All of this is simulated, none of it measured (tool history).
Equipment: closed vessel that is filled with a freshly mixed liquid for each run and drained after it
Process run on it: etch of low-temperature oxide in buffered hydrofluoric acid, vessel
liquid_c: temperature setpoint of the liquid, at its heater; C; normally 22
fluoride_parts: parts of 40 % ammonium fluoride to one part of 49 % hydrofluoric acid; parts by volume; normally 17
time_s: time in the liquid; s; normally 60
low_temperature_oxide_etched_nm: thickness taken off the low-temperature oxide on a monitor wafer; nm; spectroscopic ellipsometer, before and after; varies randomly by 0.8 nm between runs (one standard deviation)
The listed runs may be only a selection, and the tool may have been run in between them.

| run | day | liquid_c | fluoride_parts | time_s | wafers since the last listed run | hours since the thermometer was replaced | hours since the hydrofluoric acid flow meter was replaced | hours since the gauge calibration | read-back film thickness of the low-temperature oxide reference wafer, read on the same gauge (nm) | low_temperature_oxide_etched_nm |
|---|---|---|---|---|---|---|---|---|---|---|
| 1 | 0 | 22 | 17 | 60 | 0 | 980.1 | 513.1 | 1954.7 | 49.97 | 125 |
|  | 1.046 | hydrofluoric acid flow meter replaced |
| 2 | 1.746 | 22 | 13 | 60 | 4452 | 1022 | 16.8 | 1996.6 | 50 | 161.18 |
| 3 | 4.438 | 22 | 13 | 60 | 7031 | 1086.6 | 81.4 | 2061.2 | 49.98 | 162.73 |
| 4 | 6.679 | 22 | 13 | 60 | 5856 | 1140.4 | 135.2 | 2115 | 49.97 | 161.38 |
| 5 | 9.046 | 22 | 17 | 60 | 6182 | 1197.2 | 192 | 2171.8 | 50.05 | 123.84 |
| 6 | 13.379 | 22 | 17 | 60 | 11320 | 1301.2 | 296 | 2275.8 | 49.96 | 124.36 |
| 7 | 16.683 | 22 | 17 | 60 | 8631 | 1380.5 | 375.3 | 2355.1 | 49.96 | 124.8 |
| 8 | 19.042 | 22 | 17 | 60 | 6161 | 1437.1 | 431.9 | 2411.7 | 50.03 | 125.61 |
|  | 22.221 | hydrofluoric acid flow meter replaced |
| 9 | 22.625 | 22 | 17 | 60 | 9252 | 1523.1 | 9.7 | 2497.7 | 49.99 | 125.4 |
| 10 | 25.596 | 22 | 17 | 60 | 7761 | 1594.4 | 81 | 2569 | 49.99 | 124.8 |
| 11 | 28.383 | 23.5 | 17 | 60 | 7282 | 1661.3 | 147.9 | 2635.9 | 50.02 | 135.81 |
| 12 | 30.425 | 22 | 17 | 60 | 5333 | 1710.3 | 196.9 | 2684.9 | 50.01 | 124.89 |
| 13 | 33.883 | 22 | 17 | 60 | 9034 | 1793.3 | 279.9 | 2767.9 | 50.04 | 124.6 |
| 14 | 37.325 | 22 | 17 | 60 | 8991 | 1875.9 | 362.5 | 2850.5 | 50.02 | 124.37 |
|  | 38.417 | gauge calibrated |
| 15 | 40.188 | 18 | 15 | 60 | 7478 | 1944.6 | 431.2 | 42.5 | 49.97 | 112.97 |
|  | 40.792 | thermometer replaced |
| 16 | 42.667 | 22 | 17 | 60 | 6367 | 45 | 490.7 | 102 | 49.97 | 123.68 |
|  | 45.383 | hydrofluoric acid flow meter replaced |
| 17 | 45.562 | 17 | 17 | 60 | 7456 | 114.5 | 4.3 | 171.5 | 49.93 | 93.84 |
| 18 | 48.583 | 25.5 | 14 | 85 | 7891 | 187 | 76.8 | 244 | 49.99 | 260.12 |
| 19 | 51.662 | 24 | 17 | 30 | 8044 | 260.9 | 150.7 | 317.9 | 50.02 | 69.37 |
| 20 | 59.392 | 22 | 17 | 60 | 20192 | 446.4 | 336.2 | 503.4 | 50.05 | 124.55 |
| 21 | 63.746 | 22 | 17 | 90 | 11375 | 550.9 | 440.7 | 607.9 | 49.99 | 187.25 |
|  | 66.821 | hydrofluoric acid flow meter replaced |
| 22 | 67.912 | 17.5 | 23.5 | 60 | 10776 | 650.9 | 26.2 | 707.9 | 49.99 | 73.8 |
| 23 | 71.4 | 22 | 17 | 60 | 9110 | 734.6 | 109.9 | 791.6 | 49.95 | 123.98 |
| 24 | 75.242 | 20 | 17 | 35 | 10036 | 826.8 | 202.1 | 883.8 | 49.97 | 65.56 |
| 25 | 79.621 | 22 | 10.5 | 30 | 11440 | 931.9 | 307.2 | 988.9 | 49.97 | 100.08 |
| 26 | 82.508 | 26.5 | 17 | 60 | 7543 | 1001.2 | 376.5 | 1058.2 | 50.02 | 160.65 |
| 27 | 85.546 | 22 | 22.5 | 60 | 7935 | 1074.1 | 449.4 | 1131.1 | 49.99 | 98.11 |
| 28 | 87.688 | 26 | 17 | 85 | 5594 | 1125.5 | 500.8 | 1182.5 | 49.98 | 219.51 |
| 29 | 89.804 | 22 | 17 | 60 | 5529 | 1176.3 | 551.6 | 1233.3 | 49.98 | 123.72 |
|  | 90.938 | hydrofluoric acid flow meter replaced |
| 30 | 93.921 | 18.5 | 14.5 | 80 | 10645 | 1275.1 | 71.6 | 1332.1 | 50.02 | 160.1 |
| 31 | 96.454 | 22 | 17 | 60 | 6618 | 1335.9 | 132.4 | 1392.9 | 49.97 | 124.49 |
| 32 | 98.783 | 22 | 17 | 60 | 6084 | 1391.8 | 188.3 | 1448.8 | 50.02 | 123.76 |

What if the next run were any one of these 4? Each begins from the tool's condition after run 32:
| A | 98.812 | 22 | 12.5 | 60 | 76 | 1392.5 | 189 | 1449.5 | ? | ? |
| B | 98.812 | 23.5 | 21.5 | 80 | 76 | 1392.5 | 189 | 1449.5 | ? | ? |
| C | 98.812 | 26 | 17 | 30 | 76 | 1392.5 | 189 | 1449.5 | ? | ? |
| D | 98.812 | 26 | 17 | 60 | 76 | 1392.5 | 189 | 1449.5 | ? | ? |

| run | read-back film thickness of the low-temperature oxide reference wafer, read on the same gauge (nm) | low_temperature_oxide_etched_nm |
|---|---|---|
| A | 50.02 | 169 |
| B | 50.02 | 146.66 |
| C | 50.02 | 77.74 |
| D | 50.02 | 155.47 |
Without the tool's unlogged condition, the same runs would have read:
| run | low_temperature_oxide_etched_nm |
|---|---|
| A | 169 |
| B | 146.66 |
| C | 77.74 |
| D | 155.47 |
